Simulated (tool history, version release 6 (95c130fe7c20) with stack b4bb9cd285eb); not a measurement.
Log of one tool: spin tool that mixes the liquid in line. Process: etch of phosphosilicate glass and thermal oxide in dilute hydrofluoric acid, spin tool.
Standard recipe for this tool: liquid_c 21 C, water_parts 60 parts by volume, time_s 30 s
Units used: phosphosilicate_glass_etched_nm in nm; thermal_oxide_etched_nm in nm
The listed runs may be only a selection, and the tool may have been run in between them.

| run | hour | liquid_c | water_parts | time_s | read-back film thickness of the phosphosilicate glass reference wafer, read on the same gauge (nm) | read-back film thickness of the thermal oxide reference wafer, read on the same gauge (nm) | phosphosilicate_glass_etched_nm | thermal_oxide_etched_nm |
|---|---|---|---|---|---|---|---|---|
| 1 | 0 | 21 | 45 | 30 | 139.96 | 119.979 | 38.29 | 2.553 |
| 2 | 44.4 | 21 | 45 | 30 | 140.01 | 119.977 | 37.71 | 2.466 |
| 3 | 115.5 | 21 | 60 | 30 | 139.98 | 120.006 | 27.8 | 1.907 |
| 4 | 156.2 | 21 | 60 | 30 | 140 | 120.031 | 27.78 | 1.857 |
| 5 | 219 | 22 | 50 | 30 | 140.02 | 119.989 | 34.71 | 2.306 |
| 6 | 264.2 | 21 | 60 | 30 | 140.01 | 119.983 | 26.99 | 1.777 |
| 7 | 328.3 | 18.5 | 35 | 45 | 140.03 | 120.031 | 64.64 | 4.225 |
| 8 | 354 | 22.5 | 60 | 20 | 140.04 | 119.991 | 19.31 | 1.305 |
| 9 | 421.8 | 21 | 60 | 30 | 139.97 | 119.984 | 26.73 | 1.831 |
| 10 | 489.9 | 21 | 60 | 30 | 140.01 | 119.988 | 26.75 | 1.824 |
| 11 | 520.2 | 21 | 60 | 30 | 140 | 120.025 | 26.69 | 1.822 |
| 12 | 561.9 | 21 | 70 | 15 | 140 | 119.992 | 11.22 | 0.748 |
| 13 | 604 | 24.5 | 90 | 40 | 140 | 119.985 | 26.22 | 1.766 |
| 14 | 670.1 | 21 | 60 | 15 | 139.99 | 119.994 | 13.19 | 0.879 |
| 15 | 713.4 | 23.5 | 75 | 30 | 139.99 | 119.987 | 23.13 | 1.534 |
| 16 | 749.2 | 25 | 60 | 40 | 139.99 | 120.001 | 41.44 | 2.827 |
| 17 | 813.7 | 21 | 60 | 30 | 140.03 | 120.005 | 25.68 | 1.748 |
| 18 | 873.2 | 18 | 60 | 40 | 140 | 119.986 | 30.06 | 1.959 |
| 19 | 903.7 | 21 | 60 | 30 | 139.97 | 120.004 | 25.58 | 1.727 |
| 20 | 953.4 | 21 | 75 | 30 | 140 | 120.028 | 20.17 | 1.292 |
| 21 | 1022.6 | 21 | 60 | 30 | 140.02 | 120.036 | 25.18 | 1.698 |
|  | 1037.2 | thermometer replaced |
| 22 | 1093.8 | 21 | 85 | 40 | 140.02 | 119.992 | 24.81 | 1.642 |
| 23 | 1153.2 | 21 | 60 | 35 | 139.98 | 120.005 | 31.5 | 2.095 |
| 24 | 1218.8 | 18.5 | 85 | 50 | 140.01 | 120.005 | 27.59 | 1.835 |
| 25 | 1261.9 | 21 | 60 | 20 | 140 | 120.034 | 17.82 | 1.172 |
| 26 | 1290.6 | 21 | 60 | 30 | 140.03 | 119.994 | 26.76 | 1.782 |
| 27 | 1356.7 | 24.5 | 60 | 50 | 139.98 | 120.038 | 51.39 | 3.472 |

Here are 3 independent what-if runs from the current tool condition. What would each one return?
| A | 1357.1 | 21 | 60 | 30 | ? | ? | ? | ? |
| B | 1357.1 | 21 | 45 | 50 | ? | ? | ? | ? |
| C | 1357.1 | 21 | 40 | 15 | ? | ? | ? | ? |

| run | read-back film thickness of the phosphosilicate glass reference wafer, read on the same gauge (nm) | read-back film thickness of the thermal oxide reference wafer, read on the same gauge (nm) | phosphosilicate_glass_etched_nm | thermal_oxide_etched_nm |
|---|---|---|---|---|
| A | 140.03 | 119.943 | 26.05 | 1.774 |
| B | 140.03 | 119.943 | 58.99 | 4.019 |
| C | 140.03 | 119.943 | 20.04 | 1.365 |
Without the tool's hidden state the same runs would have given:
| run | phosphosilicate_glass_etched_nm | thermal_oxide_etched_nm |
|---|---|---|
| A | 28.37 | 1.932 |
| B | 64.21 | 4.374 |
| C | 21.8 | 1.485 |
